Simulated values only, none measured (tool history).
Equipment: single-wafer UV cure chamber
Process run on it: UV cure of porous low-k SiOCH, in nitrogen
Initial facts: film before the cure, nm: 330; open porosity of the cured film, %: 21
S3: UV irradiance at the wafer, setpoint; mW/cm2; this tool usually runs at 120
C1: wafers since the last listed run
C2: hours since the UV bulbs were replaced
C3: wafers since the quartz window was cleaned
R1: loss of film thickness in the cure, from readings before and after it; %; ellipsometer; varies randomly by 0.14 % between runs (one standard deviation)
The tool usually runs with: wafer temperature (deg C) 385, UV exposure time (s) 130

run 1 hour=0 | wafer_temperature_(deg_C)=399 UV_exposure_time_(s)=130 S3=142 | C1=0 C2=1418.1 C3=258 | R1=9.35
run 2 hour=8.2 | wafer_temperature_(deg_C)=399 UV_exposure_time_(s)=130 S3=142 | C1=46 C2=1426.3 C3=305 | R1=9.231
run 3 hour=18.6 | wafer_temperature_(deg_C)=385 UV_exposure_time_(s)=130 S3=120 | C1=59 C2=1436.7 C3=364 | R1=8.421
run 4 hour=26 | wafer_temperature_(deg_C)=385 UV_exposure_time_(s)=130 S3=120 | C1=42 C2=1444.1 C3=406 | R1=8.435
run 5 hour=36.3 | wafer_temperature_(deg_C)=385 UV_exposure_time_(s)=130 S3=144 | C1=58 C2=1454.4 C3=465 | R1=8.979
run 6 hour=43.4 | wafer_temperature_(deg_C)=385 UV_exposure_time_(s)=130 S3=144 | C1=40 C2=1461.5 C3=505 | R1=9.257
run 7 hour=94.4 | wafer_temperature_(deg_C)=385 UV_exposure_time_(s)=130 S3=120 | C1=290 C2=1512.5 C3=795 | R1=8.269
run 8 hour=104.6 | wafer_temperature_(deg_C)=385 UV_exposure_time_(s)=130 S3=120 | C1=58 C2=1522.7 C3=853 | R1=8.136
run 9 hour=110.6 | wafer_temperature_(deg_C)=385 UV_exposure_time_(s)=130 S3=120 | C1=34 C2=1528.7 C3=888 | R1=8.184
run 10 hour=119.4 | wafer_temperature_(deg_C)=385 UV_exposure_time_(s)=130 S3=120 | C1=50 C2=1537.5 C3=938 | R1=8.286
run 11 hour=132.1 | wafer_temperature_(deg_C)=385 UV_exposure_time_(s)=130 S3=120 | C1=72 C2=1550.2 C3=1010 | R1=7.895
run 12 hour=141.4 | wafer_temperature_(deg_C)=369 UV_exposure_time_(s)=130 S3=120 | C1=52 C2=1559.5 C3=1063 | R1=8.026
run 13 hour=159.2 | wafer_temperature_(deg_C)=369 UV_exposure_time_(s)=130 S3=120 | C1=101 C2=1577.3 C3=1164 | R1=7.879
run 14 hour=165.4 | wafer_temperature_(deg_C)=385 UV_exposure_time_(s)=130 S3=135 | C1=35 C2=1583.5 C3=1199 | R1=8.331
run 15 hour=180.8 | wafer_temperature_(deg_C)=385 UV_exposure_time_(s)=130 S3=135 | C1=87 C2=1598.9 C3=1287 | R1=8.563
-- hour=195.9 UV bulbs replaced
run 16 hour=197.4 | wafer_temperature_(deg_C)=385 UV_exposure_time_(s)=130 S3=135 | C1=48 C2=1.5 C3=1336 | R1=9.941
run 17 hour=230.1 | wafer_temperature_(deg_C)=385 UV_exposure_time_(s)=175 S3=120 | C1=186 C2=34.2 C3=1522 | R1=10.257
run 18 hour=241.9 | wafer_temperature_(deg_C)=385 UV_exposure_time_(s)=175 S3=120 | C1=67 C2=46 C3=1589 | R1=10.403
run 19 hour=275.6 | wafer_temperature_(deg_C)=385 UV_exposure_time_(s)=130 S3=120 | C1=191 C2=79.7 C3=1781 | R1=9.25
run 20 hour=284.1 | wafer_temperature_(deg_C)=395 UV_exposure_time_(s)=105 S3=159 | C1=48 C2=88.2 C3=1829 | R1=9.793
run 21 hour=334.2 | wafer_temperature_(deg_C)=397 UV_exposure_time_(s)=130 S3=120 | C1=284 C2=138.3 C3=2114 | R1=9.532
run 22 hour=351.5 | wafer_temperature_(deg_C)=392 UV_exposure_time_(s)=65 S3=90 | C1=98 C2=155.6 C3=2212 | R1=5.472
run 23 hour=366.5 | wafer_temperature_(deg_C)=376 UV_exposure_time_(s)=130 S3=120 | C1=85 C2=170.6 C3=2298 | R1=9.094
run 24 hour=378.3 | wafer_temperature_(deg_C)=385 UV_exposure_time_(s)=130 S3=120 | C1=67 C2=182.4 C3=2365 | R1=9.322
run 25 hour=388 | wafer_temperature_(deg_C)=385 UV_exposure_time_(s)=150 S3=130 | C1=55 C2=192.1 C3=2420 | R1=10.341
run 26 hour=398.3 | wafer_temperature_(deg_C)=385 UV_exposure_time_(s)=130 S3=120 | C1=58 C2=202.4 C3=2479 | R1=9.488
run 27 hour=405.9 | wafer_temperature_(deg_C)=397 UV_exposure_time_(s)=130 S3=144 | C1=43 C2=210 C3=2522 | R1=10.496
-- hour=421.2 quartz window cleaned
run 28 hour=421.8 | wafer_temperature_(deg_C)=404 UV_exposure_time_(s)=130 S3=134 | C1=44 C2=225.9 C3=3 | R1=10.117
run 29 hour=437.1 | wafer_temperature_(deg_C)=385 UV_exposure_time_(s)=65 S3=88 | C1=87 C2=241.2 C3=90 | R1=5.42
run 30 hour=454.1 | wafer_temperature_(deg_C)=385 UV_exposure_time_(s)=130 S3=120 | C1=96 C2=258.2 C3=187 | R1=9.079
run 31 hour=467.3 | wafer_temperature_(deg_C)=385 UV_exposure_time_(s)=70 S3=142 | C1=75 C2=271.4 C3=262 | R1=7.457
run 32 hour=476.3 | wafer_temperature_(deg_C)=367 UV_exposure_time_(s)=70 S3=120 | C1=51 C2=280.4 C3=313 | R1=6.442
run 33 hour=492 | wafer_temperature_(deg_C)=399 UV_exposure_time_(s)=60 S3=104 | C1=89 C2=296.1 C3=402 | R1=5.84
run 34 hour=503.9 | wafer_temperature_(deg_C)=385 UV_exposure_time_(s)=95 S3=131 | C1=67 C2=308 C3=470 | R1=8.291
run 35 hour=519.6 | wafer_temperature_(deg_C)=385 UV_exposure_time_(s)=130 S3=144 | C1=89 C2=323.7 C3=559 | R1=9.972
run 36 hour=526.7 | wafer_temperature_(deg_C)=385 UV_exposure_time_(s)=130 S3=120 | C1=40 C2=330.8 C3=600 | R1=9.217
run 37 hour=544.5 | wafer_temperature_(deg_C)=379 UV_exposure_time_(s)=190 S3=131 | C1=101 C2=348.6 C3=701 | R1=10.789
run 38 hour=563.3 | wafer_temperature_(deg_C)=385 UV_exposure_time_(s)=130 S3=120 | C1=106 C2=367.4 C3=808 | R1=9.247

Below are 3 alternative next runs, each starting from the tool's condition after run 38. Predict each:
run A hour=563.8 | wafer_temperature_(deg_C)=385 UV_exposure_time_(s)=130 S3=120 | C1=2 C2=367.9 C3=811 | R1=?
run B hour=563.8 | wafer_temperature_(deg_C)=385 UV_exposure_time_(s)=105 S3=120 | C1=2 C2=367.9 C3=811 | R1=?
run C hour=563.8 | wafer_temperature_(deg_C)=385 UV_exposure_time_(s)=185 S3=120 | C1=2 C2=367.9 C3=811 | R1=?

run=A R1=8.994
run=B R1=8.145
run=C R1=10.441
Without the tool's unlogged condition, the same runs would have read:
run=A R1=9.109
run=B R1=8.258
run=C R1=10.561

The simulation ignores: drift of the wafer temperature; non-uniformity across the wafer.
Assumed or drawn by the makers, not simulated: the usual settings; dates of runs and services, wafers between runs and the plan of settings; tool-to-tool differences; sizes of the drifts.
